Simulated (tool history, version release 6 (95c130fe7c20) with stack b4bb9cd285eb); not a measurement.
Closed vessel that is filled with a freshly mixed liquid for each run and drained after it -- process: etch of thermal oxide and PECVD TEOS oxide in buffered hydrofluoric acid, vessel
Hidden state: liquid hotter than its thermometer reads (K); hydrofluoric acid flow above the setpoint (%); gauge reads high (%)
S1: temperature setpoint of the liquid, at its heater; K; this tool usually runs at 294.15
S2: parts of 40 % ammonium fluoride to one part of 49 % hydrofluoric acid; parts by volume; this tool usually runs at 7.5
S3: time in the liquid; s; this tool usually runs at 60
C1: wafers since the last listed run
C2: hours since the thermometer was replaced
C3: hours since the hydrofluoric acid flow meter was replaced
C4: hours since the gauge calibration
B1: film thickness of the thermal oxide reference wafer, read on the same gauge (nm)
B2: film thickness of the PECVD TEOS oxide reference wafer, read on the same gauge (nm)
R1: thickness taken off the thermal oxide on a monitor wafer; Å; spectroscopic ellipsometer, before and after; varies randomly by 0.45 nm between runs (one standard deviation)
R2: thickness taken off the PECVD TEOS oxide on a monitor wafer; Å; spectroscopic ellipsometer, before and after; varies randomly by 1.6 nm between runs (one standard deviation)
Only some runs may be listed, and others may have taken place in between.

{"run": 1, "hour": 0.0, "S1": 294.15, "S2": 7.5, "S3": 60, "C1": 0, "C2": 2299.2, "C3": 1159.8, "C4": 521.8, "B1": 50.01, "B2": 29.98, "R1": 906.8, "R2": 1723.5}
{"run": 2, "hour": 61.4, "S1": 294.15, "S2": 7.5, "S3": 60, "C1": 5356, "C2": 2360.6, "C3": 1221.2, "C4": 583.2, "B1": 50.01, "B2": 30.02, "R1": 906.8, "R2": 1743.4}
{"run": 3, "hour": 109.9, "S1": 294.15, "S2": 7.5, "S3": 60, "C1": 4230, "C2": 2409.1, "C3": 1269.7, "C4": 631.7, "B1": 49.99, "B2": 29.98, "R1": 905.9, "R2": 1767.7}
{"run": 4, "hour": 148.2, "S1": 295.15, "S2": 7.5, "S3": 70, "C1": 3341, "C2": 2447.4, "C3": 1308, "C4": 670, "B1": 49.99, "B2": 30.01, "R1": 1121, "R2": 2203.1}
{"run": 5, "hour": 211.5, "S1": 295.15, "S2": 7.5, "S3": 70, "C1": 5521, "C2": 2510.7, "C3": 1371.3, "C4": 733.3, "B1": 49.99, "B2": 29.99, "R1": 1119.2, "R2": 2177.7}
{"run": 6, "hour": 263.6, "S1": 295.15, "S2": 7.5, "S3": 70, "C1": 4544, "C2": 2562.8, "C3": 1423.4, "C4": 785.4, "B1": 50, "B2": 30.01, "R1": 1121, "R2": 2177.1}
{"run": 7, "hour": 309.1, "S1": 294.15, "S2": 7.5, "S3": 60, "C1": 3969, "C2": 2608.3, "C3": 1468.9, "C4": 830.9, "B1": 49.98, "B2": 30.01, "R1": 914.9, "R2": 1777.1}
{"run": 8, "hour": 338.2, "S1": 294.15, "S2": 8.5, "S3": 60, "C1": 2538, "C2": 2637.4, "C3": 1498, "C4": 860, "B1": 49.99, "B2": 30, "R1": 800, "R2": 1569.2}
{"run": 9, "hour": 368.9, "S1": 294.15, "S2": 8.5, "S3": 60, "C1": 2678, "C2": 2668.1, "C3": 1528.7, "C4": 890.7, "B1": 50.01, "B2": 30.01, "R1": 799.5, "R2": 1559.4}
{"run": 10, "hour": 420.0, "S1": 294.15, "S2": 7.5, "S3": 60, "C1": 4457, "C2": 2719.2, "C3": 1579.8, "C4": 941.8, "B1": 50, "B2": 30.01, "R1": 922.6, "R2": 1784.5}
{"hour": 425.6, "done": "hydrofluoric acid flow meter replaced"}
{"run": 11, "hour": 477.6, "S1": 294.15, "S2": 7.5, "S3": 60, "C1": 4937, "C2": 2776.8, "C3": 52, "C4": 999.4, "B1": 50, "B2": 29.98, "R1": 873.7, "R2": 1716.3}
{"run": 12, "hour": 540.6, "S1": 294.15, "S2": 7.5, "S3": 60, "C1": 5495, "C2": 2839.8, "C3": 115, "C4": 1062.4, "B1": 49.98, "B2": 30, "R1": 868.8, "R2": 1720.3}
{"run": 13, "hour": 586.1, "S1": 294.15, "S2": 7.5, "S3": 60, "C1": 3969, "C2": 2885.3, "C3": 160.5, "C4": 1107.9, "B1": 49.99, "B2": 30.02, "R1": 869.7, "R2": 1700.8}
{"hour": 613.2, "done": "gauge calibrated"}
{"run": 14, "hour": 642.8, "S1": 294.15, "S2": 7.5, "S3": 60, "C1": 4946, "C2": 2942, "C3": 217.2, "C4": 29.6, "B1": 50.01, "B2": 30.02, "R1": 873.8, "R2": 1709.2}
{"run": 15, "hour": 672.8, "S1": 290.65, "S2": 6, "S3": 45, "C1": 2616, "C2": 2972, "C3": 247.2, "C4": 59.6, "B1": 49.99, "B2": 30.01, "R1": 668.8, "R2": 1323.2}
{"hour": 681.4, "done": "thermometer replaced"}
{"run": 16, "hour": 722.1, "S1": 294.15, "S2": 10.5, "S3": 85, "C1": 4213, "C2": 40.7, "C3": 296.5, "C4": 108.9, "B1": 49.98, "B2": 30.02, "R1": 909.6, "R2": 1772.9}
{"run": 17, "hour": 781.4, "S1": 294.15, "S2": 7.5, "S3": 60, "C1": 5172, "C2": 100, "C3": 355.8, "C4": 168.2, "B1": 49.99, "B2": 30.01, "R1": 885, "R2": 1721.9}

Expected results for the next run?
{"run": 18, "hour": 822.9, "S1": 294.15, "S2": 7.5, "S3": 60, "C1": 3620, "C2": 141.5, "C3": 397.3, "C4": 209.7, "B1": "?", "B2": "?", "R1": "?", "R2": "?"}

Run 18 measured B1 49.98, B2 30, R1 880 Å, R2 1705.7 Å.
Minus the tool's unlogged condition, the same run would have read R1 864 Å, R2 1674.7 Å.
